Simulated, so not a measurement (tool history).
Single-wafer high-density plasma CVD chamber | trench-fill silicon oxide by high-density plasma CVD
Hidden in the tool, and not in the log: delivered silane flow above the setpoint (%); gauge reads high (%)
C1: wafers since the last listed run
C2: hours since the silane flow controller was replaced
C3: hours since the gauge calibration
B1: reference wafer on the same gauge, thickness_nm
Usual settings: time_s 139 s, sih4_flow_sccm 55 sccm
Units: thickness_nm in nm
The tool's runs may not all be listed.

Run 1, hour 0.0: usual settings; C1 0; C2 3538.1; C3 701.9; B1 622.599. Result: thickness_nm 646.485 nm.
Run 2, hour 25.5: usual settings; C1 245; C2 3563.6; C3 727.4; B1 622.861. Result: thickness_nm 644.208 nm.
Run 3, hour 86.1: usual settings; C1 583; C2 3624.2; C3 788.0; B1 622.225. Result: thickness_nm 643.011 nm.
Run 4, hour 132.6: usual settings; C1 447; C2 3670.7; C3 834.5; B1 622.540. Result: thickness_nm 642.608 nm.
Run 5, hour 197.8: usual settings; C1 628; C2 3735.9; C3 899.7; B1 621.084. Result: thickness_nm 642.496 nm.
Run 6, hour 223.4: usual settings; C1 246; C2 3761.5; C3 925.3; B1 622.212. Result: thickness_nm 642.993 nm.
Run 7, hour 260.1: usual settings but sih4_flow_sccm 60 sccm; C1 353; C2 3798.2; C3 962.0; B1 621.629. Result: thickness_nm 702.478 nm.
At hour 332.2: gauge calibrated.
Run 8, hour 453.9: usual settings but sih4_flow_sccm 60 sccm; C1 1866; C2 3992.0; C3 121.7; B1 622.153. Result: thickness_nm 701.338 nm.
Run 9, hour 491.9: usual settings; C1 366; C2 4030.0; C3 159.7; B1 621.962. Result: thickness_nm 644.638 nm.
Run 10, hour 532.3: usual settings but time_s 158 s, sih4_flow_sccm 49 sccm; C1 389; C2 4070.4; C3 200.1; B1 621.593. Result: thickness_nm 652.324 nm.
At hour 574.8: silane flow controller replaced.
Run 11, hour 603.1: usual settings but time_s 114 s, sih4_flow_sccm 58 sccm; C1 604; C2 28.3; C3 270.9; B1 622.274. Result: thickness_nm 595.517 nm.

Forecast run 12:
Run 12, hour 636.0: usual settings but time_s 158 s, sih4_flow_sccm 64 sccm; C1 316; C2 61.2; C3 303.8; B1 ?. Result: thickness_nm ?.

Run 12 gave B1 622.330, thickness_nm 909.012 nm.
Without the tool's hidden state the same run would have given thickness_nm 908.409 nm.

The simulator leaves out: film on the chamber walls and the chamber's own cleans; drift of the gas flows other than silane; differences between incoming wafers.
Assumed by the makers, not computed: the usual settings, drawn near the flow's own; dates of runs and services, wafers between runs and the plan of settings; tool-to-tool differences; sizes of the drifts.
